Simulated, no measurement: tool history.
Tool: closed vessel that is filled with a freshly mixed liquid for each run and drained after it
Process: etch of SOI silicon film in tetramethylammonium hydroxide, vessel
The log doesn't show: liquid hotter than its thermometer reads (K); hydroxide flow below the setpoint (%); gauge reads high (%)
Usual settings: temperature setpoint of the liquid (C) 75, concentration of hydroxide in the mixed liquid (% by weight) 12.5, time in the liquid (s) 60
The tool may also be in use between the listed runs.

run,day,temperature setpoint of the liquid (C),concentration of hydroxide in the mixed liquid (% by weight),time in the liquid (s),wafers since the last listed run,hours since the thermometer was replaced,hours since the hydroxide flow meter was replaced,hours since the gauge calibration,"read-back film thickness of the SOI silicon film reference wafer, read on the same gauge (nm)",thickness taken off the SOI silicon film on a monitor wafer (nm)
1,0.000,75,12.5,60,0,1004.0,1167.3,130.6,109.99,628.53
2,1.946,75,12.5,60,3526,1050.7,1214.0,177.3,110.01,640.93
3,3.217,75,11.0,60,2303,1081.2,1244.5,207.8,110.00,670.46
4,4.888,75,11.0,60,3028,1121.3,1284.6,247.9,109.99,674.40
5,7.308,75,12.5,60,4387,1179.4,1342.7,306.0,109.97,634.91
6,9.217,75,12.5,60,3458,1225.2,1388.5,351.8,109.96,647.69
7,10.850,75,12.5,60,2960,1264.4,1427.7,391.0,109.99,641.40
8,12.621,79,12.5,60,3209,1306.9,1470.2,433.5,109.99,801.17
9,15.333,79,12.5,60,4916,1372.0,1535.3,498.6,109.99,799.13
10,17.371,75,12.5,60,3693,1420.9,1584.2,547.5,109.98,647.41
# day 21.042: hydroxide flow meter replaced
# day 22.496: gauge calibrated
11,22.679,68,12.5,80,9546,1548.3,39.3,4.4,110.02,551.52
12,24.900,73,12.5,80,4025,1601.6,92.6,57.7,110.00,738.10

The next listed run, before its measurement:
13,26.117,77,14.5,50,2205,1630.8,121.8,86.9,?,?

read-back film thickness of the SOI silicon film reference wafer, read on the same gauge (nm): 110.02
thickness taken off the SOI silicon film on a monitor wafer (nm): 547.81
Without the tool's hidden state the same run would have given thickness taken off the SOI silicon film on a monitor wafer (nm) 496.65.
